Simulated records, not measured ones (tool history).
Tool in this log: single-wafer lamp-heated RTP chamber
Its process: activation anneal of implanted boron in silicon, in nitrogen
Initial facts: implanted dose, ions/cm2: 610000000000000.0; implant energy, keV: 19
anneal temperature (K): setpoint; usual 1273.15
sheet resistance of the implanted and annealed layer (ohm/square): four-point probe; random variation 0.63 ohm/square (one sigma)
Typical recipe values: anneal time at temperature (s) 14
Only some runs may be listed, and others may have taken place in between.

run,day,anneal temperature (K),anneal time at temperature (s),wafers since the last listed run,wafers since the last pyrometer calibration,wafers since the reflector plate was cleaned,hours since the gauge calibration,"read-back reference wafer on the same gauge, sheet resistance",sheet resistance of the implanted and annealed layer (ohm/square)
1,0.000,1273.15,16,0,763,2143,35.3,155.13,182.78
2,0.425,1273.15,16,190,954,2334,45.5,154.89,183.50
3,1.133,1273.15,14,318,1272,2652,62.5,155.07,184.93
4,1.858,1273.15,14,325,1597,2978,79.9,155.06,183.45
5,2.458,1273.15,14,269,1867,3247,94.3,154.84,183.60
6,2.746,1254.15,9,129,1996,3376,101.2,155.25,196.83
7,3.142,1273.15,18,177,2174,3554,110.7,155.21,182.42
8,3.712,1273.15,14,256,2430,3810,124.4,155.02,183.76
9,4.267,1273.15,8,248,2679,4059,137.7,154.84,185.96
10,4.542,1273.15,14,123,2802,4182,144.3,154.88,184.73
11,5.088,1273.15,14,245,3047,4427,157.4,155.03,184.06
12,5.346,1273.15,14,115,3163,4543,163.6,154.96,183.89
13,5.612,1273.15,14,119,3283,4663,170.0,154.99,183.81
14,6.067,1295.15,10,203,3487,4867,180.9,155.07,179.47
# day 6.071: gauge calibrated
15,6.533,1245.15,11,209,3696,5077,11.1,155.13,204.15
16,7.275,1273.15,14,333,4029,5410,28.9,155.00,184.44

What will run 17 give?
17,7.546,1264.15,20,121,4151,5531,35.4,?,?

{"run 17": {"read-back reference wafer on the same gauge, sheet resistance": 155.08, "sheet resistance of the implanted and annealed layer (ohm/square)": 186.3}}
If the tool had no hidden condition, the same run with the same run-to-run variation would have returned sheet resistance of the implanted and annealed layer (ohm/square) 186.30.
